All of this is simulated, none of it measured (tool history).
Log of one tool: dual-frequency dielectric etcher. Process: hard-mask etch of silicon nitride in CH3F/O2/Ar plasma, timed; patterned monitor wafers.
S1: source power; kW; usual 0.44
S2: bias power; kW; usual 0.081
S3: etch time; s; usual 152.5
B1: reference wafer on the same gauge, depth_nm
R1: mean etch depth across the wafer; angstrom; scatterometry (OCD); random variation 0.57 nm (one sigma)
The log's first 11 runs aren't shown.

run,day,S1,S2,S3,B1,R1
12,22.567,0.44,0.081,152.5,120.1,1143
13,24.467,0.4,0.081,197,119.9,1433
14,27.196,0.38,0.081,192,120,1375
15,28.6,0.4,0.081,195,120,1440
16,31.562,0.44,0.081,139,120,1064
# day 32.9: source power generator calibrated
17,32.921,0.55,0.088,164.5,119.9,1398
# day 34.075: bias power generator calibrated
18,34.829,0.49,0.081,164.5,120.1,1317
# day 36.512: wet clean of the chamber
19,37.533,0.33,0.081,189,120.1,1277
# day 38.254: gauge calibrated
20,38.604,0.52,0.067,168,119.9,1288
21,41.683,0.44,0.067,152.5,120.1,1102
22,48.162,0.44,0.076,152.5,120.1,1134
23,51.062,0.44,0.09,177.5,120.1,1387
24,55.379,0.44,0.081,152.5,120,1165
25,58.271,0.44,0.081,152.5,119.9,1160
26,59.658,0.52,0.096,152.5,120.2,1291
# day 61.212: wet clean of the chamber
27,61.433,0.44,0.081,152.5,120.1,1134
28,63.758,0.54,0.081,152.5,120.1,1219
29,64.858,0.53,0.081,152.5,120,1212
30,68.896,0.44,0.081,152.5,120,1138

4 ways to go on from here, each from the tool as it stands after run 30. What would each give?
A,68.917,0.48,0.081,152.5,?,?
B,68.917,0.44,0.092,137.5,?,?
C,68.917,0.48,0.097,112,?,?
D,68.917,0.51,0.081,110.5,?,?

run,B1,R1
A,119.9,1170
B,119.9,1052
C,119.9,897
D,119.9,867
Without the tool's hidden state the same runs would have given:
run,R1
A,1168
B,1051
C,896
D,866

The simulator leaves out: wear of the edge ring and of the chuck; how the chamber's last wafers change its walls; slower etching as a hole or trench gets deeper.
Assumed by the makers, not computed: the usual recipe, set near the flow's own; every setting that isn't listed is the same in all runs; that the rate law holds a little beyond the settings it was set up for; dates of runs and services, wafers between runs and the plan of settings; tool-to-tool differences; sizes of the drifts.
